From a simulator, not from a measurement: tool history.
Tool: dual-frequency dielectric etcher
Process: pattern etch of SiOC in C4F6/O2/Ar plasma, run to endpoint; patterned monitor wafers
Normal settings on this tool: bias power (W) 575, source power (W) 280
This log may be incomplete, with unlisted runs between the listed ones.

run	hour	bias power (W)	source power (W)	wafers since the last listed run	hours since the last wet clean	hours since the last bias power generator calibration	hours since the last source power generator calibration	hours since the last upper electrode change	incoming incoming film thickness, nm	endpoint time (s)
1	0.0	519	260	0	373.4	3660.9	1086.1	4176.1	46.44	17.3
2	84.3	575	320	1307	457.7	3745.2	1170.4	4260.4	46.40	15.0
3	149.6	575	320	1012	523.0	3810.5	1235.7	4325.7	45.72	14.9
4	234.6	575	300	1318	608.0	3895.5	1320.7	4410.7	46.17	15.5
5	278.3	575	280	677	651.7	3939.2	1364.4	4454.4	46.85	16.3
# hour 383.8: wet clean of the chamber
6	384.3	575	330	1271	0.5	4045.2	1470.4	4560.4	46.48	14.7
7	463.8	681	280	1232	80.0	4124.7	1549.9	4639.9	46.72	15.8
8	529.6	681	280	1020	145.8	4190.5	1615.7	4705.7	46.14	15.7
9	615.4	575	280	1330	231.6	4276.3	1701.5	4791.5	46.46	16.2
# hour 620.1: bias power generator calibrated
10	717.7	575	280	1524	333.9	97.6	1803.8	4893.8	46.37	16.1
11	784.4	575	280	1034	400.6	164.3	1870.5	4960.5	45.89	16.0
12	1102.9	661	230	4938	719.1	482.8	2189.0	5279.0	46.36	17.7
# hour 1127.8: wet clean of the chamber
13	1139.4	693	220	193	11.6	519.3	2225.5	5315.5	46.23	18.1
14	1196.3	575	220	882	68.5	576.2	2282.4	5372.4	46.10	18.7
# hour 1260.3: source power generator calibrated
15	1288.0	510	310	1359	160.2	667.9	27.7	5464.1	45.95	15.5
16	1348.7	701	300	941	220.9	728.6	88.4	5524.8	46.95	15.1
17	1390.0	649	280	640	262.2	769.9	129.7	5566.1	46.45	15.9
18	1456.9	575	280	1037	329.1	836.8	196.6	5633.0	46.35	16.3

Predict the results of run 19:
19	1554.7	575	350	1516	426.9	934.6	294.4	5730.8	46.09	?

{"run 19": {"endpoint time (s)": 14.2}}
If the tool had no hidden condition, the same run with the same run-to-run variation would have returned endpoint time (s) 14.2.

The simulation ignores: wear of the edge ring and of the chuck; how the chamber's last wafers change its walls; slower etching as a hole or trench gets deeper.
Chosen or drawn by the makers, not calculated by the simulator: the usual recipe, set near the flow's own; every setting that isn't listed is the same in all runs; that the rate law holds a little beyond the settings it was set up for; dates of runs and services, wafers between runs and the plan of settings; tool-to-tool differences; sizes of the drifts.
